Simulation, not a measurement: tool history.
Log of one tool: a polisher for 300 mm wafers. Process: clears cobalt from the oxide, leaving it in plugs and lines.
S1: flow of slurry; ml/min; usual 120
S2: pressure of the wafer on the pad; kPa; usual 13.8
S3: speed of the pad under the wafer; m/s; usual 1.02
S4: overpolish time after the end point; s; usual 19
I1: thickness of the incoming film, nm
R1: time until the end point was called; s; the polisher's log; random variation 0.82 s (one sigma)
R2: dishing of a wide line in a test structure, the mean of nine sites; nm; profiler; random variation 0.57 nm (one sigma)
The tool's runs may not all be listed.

run 1 hour=0 | S1=120 S2=13.8 S3=1.02 S4=19 | I1=374.2 | R1=67.6 R2=46.2
run 2 hour=59.9 | S1=120 S2=13.8 S3=1.02 S4=24 | I1=381 | R1=67.9 R2=51.5
-- hour=89.9 worn pad replaced by a new one
run 3 hour=109.2 | S1=120 S2=13.8 S3=1.02 S4=24 | I1=385.9 | R1=67.9 R2=51
run 4 hour=138.7 | S1=120 S2=13.8 S3=1.02 S4=24 | I1=376.4 | R1=65.6 R2=51.6
run 5 hour=189.5 | S1=120 S2=13.8 S3=1.02 S4=19 | I1=380 | R1=67.2 R2=48.5
run 6 hour=245.3 | S1=120 S2=13.8 S3=1.02 S4=19 | I1=378 | R1=66.5 R2=48.1
run 7 hour=311.3 | S1=120 S2=13.8 S3=1.02 S4=19 | I1=382.2 | R1=65.6 R2=47.5
run 8 hour=348.9 | S1=120 S2=13.8 S3=1.02 S4=28 | I1=384.4 | R1=66.7 R2=53.2
-- hour=371.8 worn pad replaced by a new one
run 9 hour=399.6 | S1=120 S2=13.8 S3=1.02 S4=19 | I1=378 | R1=66.9 R2=47.3
run 10 hour=442.7 | S1=120 S2=13.8 S3=1.02 S4=19 | I1=382.2 | R1=66 R2=48.5
-- hour=466.6 slurry nozzle cleaned
run 11 hour=501.7 | S1=120 S2=13.8 S3=1.02 S4=19 | I1=380.4 | R1=66.6 R2=48.8
run 12 hour=549.1 | S1=120 S2=13.8 S3=1.02 S4=19 | I1=382.9 | R1=65.9 R2=48
run 13 hour=587.4 | S1=120 S2=16.5 S3=1.02 S4=28 | I1=377.4 | R1=54.3 R2=55.5
-- hour=597.5 head pressure recalibrated
run 14 hour=613.5 | S1=145 S2=16.5 S3=1.16 S4=14 | I1=377 | R1=44 R2=48.9
-- hour=635.8 worn pad replaced by a new one
run 15 hour=662.7 | S1=120 S2=13.8 S3=1.02 S4=19 | I1=385.7 | R1=62.8 R2=49.2
run 16 hour=729.4 | S1=100 S2=16.5 S3=1.34 S4=19 | I1=379 | R1=42.5 R2=53.8
run 17 hour=791.8 | S1=120 S2=13.8 S3=1.02 S4=19 | I1=380.1 | R1=60.2 R2=49.3
run 18 hour=828.1 | S1=95 S2=13.8 S3=1.02 S4=15 | I1=385.1 | R1=66.6 R2=43.7
-- hour=843.5 head pressure recalibrated, repeated, since the last time left the tool worse
run 19 hour=890.3 | S1=100 S2=13.8 S3=0.92 S4=28 | I1=381.8 | R1=80.4 R2=52.5
-- hour=897.8 worn pad replaced by a new one
run 20 hour=927.3 | S1=80 S2=10.3 S3=1.38 S4=19 | I1=378.3 | R1=80.4 R2=43.6
run 21 hour=1008.5 | S1=120 S2=13.8 S3=1.02 S4=19 | I1=374.8 | R1=70 R2=47.6
run 22 hour=1066.3 | S1=120 S2=13.8 S3=1.16 S4=28 | I1=377.7 | R1=61.9 R2=53.6
-- hour=1110.6 worn pad replaced by a new one
run 23 hour=1129.8 | S1=120 S2=17.9 S3=1.02 S4=19 | I1=383 | R1=54 R2=51.4
run 24 hour=1161 | S1=120 S2=11.7 S3=1.3 S4=19 | I1=378.7 | R1=70.2 R2=48.4
run 25 hour=1241.4 | S1=120 S2=13.8 S3=1.02 S4=19 | I1=374.4 | R1=66.8 R2=48

What the log doesn't show, run by run:
removal rate lost through wear of the pad, %: 0 in every run
slurry flow missing at the pad, %: 0 in every run
H1: deviation of the head's pressure from its setpoint, %
run=1 H1=3.8
run=2 H1=4.23
run=3 H1=4.61
run=4 H1=4.84
run=5 H1=5.26
run=6 H1=5.74
run=7 H1=6.33
run=8 H1=6.69
run=9 H1=7.19
run=10 H1=7.62
run=11 H1=8.25
run=12 H1=8.76
run=13 H1=9.2
run=14 H1=15.4
run=15 H1=15.4
run=16 H1=15.4
run=17 H1=15.5
run=18 H1=15.6
run=19 H1=0.688
run=20 H1=0.706
run=21 H1=0.782
run=22 H1=0.867
run=23 H1=0.99
run=24 H1=1.06
run=25 H1=1.28

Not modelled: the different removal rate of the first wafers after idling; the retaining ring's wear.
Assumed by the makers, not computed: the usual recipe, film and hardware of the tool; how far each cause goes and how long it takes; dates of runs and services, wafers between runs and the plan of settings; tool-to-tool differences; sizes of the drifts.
